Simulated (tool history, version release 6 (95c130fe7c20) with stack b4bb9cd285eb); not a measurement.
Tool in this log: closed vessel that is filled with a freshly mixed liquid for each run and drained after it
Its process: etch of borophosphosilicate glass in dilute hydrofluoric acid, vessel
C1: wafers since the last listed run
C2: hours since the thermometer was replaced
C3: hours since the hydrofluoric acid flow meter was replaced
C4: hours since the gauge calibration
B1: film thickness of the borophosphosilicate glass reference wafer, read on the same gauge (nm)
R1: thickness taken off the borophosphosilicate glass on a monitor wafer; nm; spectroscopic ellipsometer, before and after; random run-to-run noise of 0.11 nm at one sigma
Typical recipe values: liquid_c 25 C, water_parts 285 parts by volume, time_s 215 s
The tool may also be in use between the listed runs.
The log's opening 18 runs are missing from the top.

run 19 hour=1295.7 | liquid_c=25 water_parts=285 time_s=100 | C1=7906 C2=1706.6 C3=1684.9 C4=2012.6 | B1=149.99 | R1=15.24
-- hour=1358.5 hydrofluoric acid flow meter replaced
run 20 hour=1598.2 | liquid_c=28 water_parts=285 time_s=215 | C1=38512 C2=2009.1 C3=239.7 C4=2315.1 | B1=150 | R1=36.03
-- hour=1668.2 gauge calibrated
run 21 hour=1699.3 | liquid_c=29 water_parts=285 time_s=275 | C1=12914 C2=2110.2 C3=340.8 C4=31.1 | B1=149.98 | R1=47.8
run 22 hour=1756.5 | liquid_c=25 water_parts=285 time_s=215 | C1=7306 C2=2167.4 C3=398 C4=88.3 | B1=149.98 | R1=32.5
-- hour=1787 thermometer replaced
run 23 hour=1844.3 | liquid_c=25 water_parts=285 time_s=215 | C1=11087 C2=57.3 C3=485.8 C4=176.1 | B1=150 | R1=33.57
run 24 hour=1946.6 | liquid_c=23 water_parts=400 time_s=300 | C1=13067 C2=159.6 C3=588.1 C4=278.4 | B1=150 | R1=27.88
run 25 hour=2027.6 | liquid_c=28.5 water_parts=285 time_s=285 | C1=10346 C2=240.6 C3=669.1 C4=359.4 | B1=149.99 | R1=49.59
run 26 hour=2084.5 | liquid_c=25 water_parts=230 time_s=215 | C1=7268 C2=297.5 C3=726 C4=416.3 | B1=149.97 | R1=43.81
run 27 hour=2177.9 | liquid_c=25 water_parts=285 time_s=215 | C1=11930 C2=390.9 C3=819.4 C4=509.7 | B1=149.98 | R1=33.42
run 28 hour=2233 | liquid_c=25 water_parts=170 time_s=90 | C1=7038 C2=446 C3=874.5 C4=564.8 | B1=150 | R1=26.24
run 29 hour=2331.3 | liquid_c=25 water_parts=285 time_s=215 | C1=12556 C2=544.3 C3=972.8 C4=663.1 | B1=150 | R1=33.28
run 30 hour=2626.1 | liquid_c=25 water_parts=285 time_s=215 | C1=37656 C2=839.1 C3=1267.6 C4=957.9 | B1=149.99 | R1=33.03
run 31 hour=2718.4 | liquid_c=28 water_parts=285 time_s=265 | C1=11790 C2=931.4 C3=1359.9 C4=1050.2 | B1=150.03 | R1=44.91
run 32 hour=2754.5 | liquid_c=22 water_parts=215 time_s=250 | C1=4611 C2=967.5 C3=1396 C4=1086.3 | B1=150 | R1=49.07

Below are 4 alternative next runs, each starting from the tool's condition after run 32. Predict each:
run A hour=2755.2 | liquid_c=25 water_parts=285 time_s=215 | C1=89 C2=968.2 C3=1396.7 C4=1087 | B1=? | R1=?
run B hour=2755.2 | liquid_c=21.5 water_parts=285 time_s=315 | C1=89 C2=968.2 C3=1396.7 C4=1087 | B1=? | R1=?
run C hour=2755.2 | liquid_c=25 water_parts=210 time_s=180 | C1=89 C2=968.2 C3=1396.7 C4=1087 | B1=? | R1=?
run D hour=2755.2 | liquid_c=27 water_parts=360 time_s=90 | C1=89 C2=968.2 C3=1396.7 C4=1087 | B1=? | R1=?

run=A B1=150.01 R1=33.04
run=B B1=150.01 R1=42.73
run=C B1=150.01 R1=40.57
run=D B1=150.01 R1=10.88
Had the tool no hidden state, the same runs would have come out as:
run=A R1=33.67
run=B R1=43.58
run=C R1=41.37
run=D R1=11.07
